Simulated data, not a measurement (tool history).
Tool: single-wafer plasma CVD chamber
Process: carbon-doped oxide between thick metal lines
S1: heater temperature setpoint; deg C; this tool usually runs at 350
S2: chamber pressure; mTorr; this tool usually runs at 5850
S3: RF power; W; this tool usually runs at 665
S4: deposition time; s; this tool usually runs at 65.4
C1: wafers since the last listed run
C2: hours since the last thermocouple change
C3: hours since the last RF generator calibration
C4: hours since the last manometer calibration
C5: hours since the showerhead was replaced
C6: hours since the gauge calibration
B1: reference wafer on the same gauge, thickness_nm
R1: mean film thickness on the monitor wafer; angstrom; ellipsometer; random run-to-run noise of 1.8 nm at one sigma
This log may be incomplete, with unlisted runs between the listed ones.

run     day   S1    S2   S3    S4    C1      C2      C3      C4      C5      C6       B1       R1
  1   0.000  350  5850  665  65.4     0  1351.8   455.1  1305.1  3112.3  1248.9  307.212  3648.27
  2   2.171  350  5850  665  65.4   749  1403.9   507.2  1357.2  3164.4  1301.0  306.786  3656.06
      2.804  -- capacitance manometer re-zeroed and calibrated
  3   6.317  350  5850  665  58.2  1315  1503.4   606.7    84.3  3263.9  1400.5  306.947  3236.70
      6.917  -- showerhead replaced
  4  11.946  350  5850  665  65.4  1827  1638.5   741.8   219.4   120.7  1535.6  306.718  3638.78
  5  14.704  350  5850  665  65.4   951  1704.7   808.0   285.6   186.9  1601.8  306.952  3634.62
     17.558  -- gauge calibrated
  6  20.821  350  5850  665  56.9  2110  1851.5   954.8   432.4   333.7    78.3  306.916  3148.61
  7  23.046  350  5850  665  56.9   767  1904.9  1008.2   485.8   387.1   131.7  306.751  3145.48
  8  26.171  350  5850  665  56.9  1078  1979.9  1083.2   560.8   462.1   206.7  307.159  3123.65
  9  27.692  350  5120  665  65.4   524  2016.4  1119.7   597.3   498.6   243.2  306.930  3540.16
 10  32.175  356  6650  665  75.1  1547  2124.0  1227.3   704.9   606.2   350.8  306.901  4126.60
     34.967  -- RF generator calibrated
 11  35.154  339  4450  765  76.0   913  2195.5     4.5   776.4   677.7   422.3  307.144  4593.89
 12  38.925  345  6820  665  65.4  1301  2286.0    95.0   866.9   768.2   512.8  307.473  3817.30
 13  41.492  340  7190  760  60.8   885  2347.6   156.6   928.5   829.8   574.4  306.910  3869.53
 14  43.229  350  6880  665  74.6   599  2389.3   198.3   970.2   871.5   616.1  306.955  4280.85
 15  45.788  350  6780  665  65.4   882  2450.7   259.7  1031.6   932.9   677.5  306.944  3753.88
 16  48.817  340  4470  590  76.4  1045  2523.4   332.4  1104.3  1005.6   750.2  306.995  4003.15
 17  50.546  350  5850  665  65.4   596  2564.9   373.9  1145.8  1047.1   791.7  306.945  3665.38
     53.150  -- thermocouple changed; heater temperature recalibrated
 18  54.567  350  5170  665  78.3  1272    34.0   470.4  1242.3  1143.6   888.2  306.585  4330.01
     55.192  -- capacitance manometer re-zeroed and calibrated
 19  57.021  350  5850  665  65.4   731    92.9   529.3    43.9  1202.5   947.1  307.158  3670.49
 20  62.504  350  5850  540  68.8  1892   224.5   660.9   175.5  1334.1  1078.7  306.888  3451.87
 21  66.608  340  7190  760  60.8  1416   323.0   759.4   274.0  1432.6  1177.2  306.909  3782.60
 22  69.483  350  5850  735  65.4   992   392.0   828.4   343.0  1501.6  1246.2  306.682  3841.08
 23  71.679  350  6440  665  65.4   757   444.7   881.1   395.7  1554.3  1298.9  307.238  3654.96
 24  76.133  350  5850  665  65.4  1537   551.6   988.0   502.6  1661.2  1405.8  307.067  3654.73
 25  79.096  343  6810  620  75.3  1022   622.7  1059.1   573.7  1732.3  1476.9  307.024  4191.79
 26  82.712  350  5850  665  78.4  1248   709.5  1145.9   660.5  1819.1  1563.7  307.415  4333.74
     83.775  -- gauge calibrated
 27  85.200  345  5850  780  72.9   858   769.2  1205.6   720.2  1878.8    34.2  307.140  4436.49
 28  89.212  350  5850  595  71.3  1384   865.5  1301.9   816.5  1975.1   130.5  307.120  3768.69
 29  91.592  350  4650  775  65.4   821   922.6  1359.0   873.6  2032.2   187.6  307.027  3791.73

Branching from run 29: 3 alternative next runs. What would each branch give?
  A  91.608  350  5850  665  65.4   5  923.0  1359.4  874.0  2032.6  188.0   ?   ?
  B  91.608  350  5850  740  65.4   5  923.0  1359.4  874.0  2032.6  188.0   ?   ?
  C  91.608  342  5040  795  65.4   5  923.0  1359.4  874.0  2032.6  188.0   ?   ?

run       B1       R1
  A  306.896  3606.12
  B  306.896  3799.15
  C  306.896  3940.17
What these runs would have given with no unlogged condition in the tool:
run       R1
  A  3746.59
  B  3944.33
  C  4090.75

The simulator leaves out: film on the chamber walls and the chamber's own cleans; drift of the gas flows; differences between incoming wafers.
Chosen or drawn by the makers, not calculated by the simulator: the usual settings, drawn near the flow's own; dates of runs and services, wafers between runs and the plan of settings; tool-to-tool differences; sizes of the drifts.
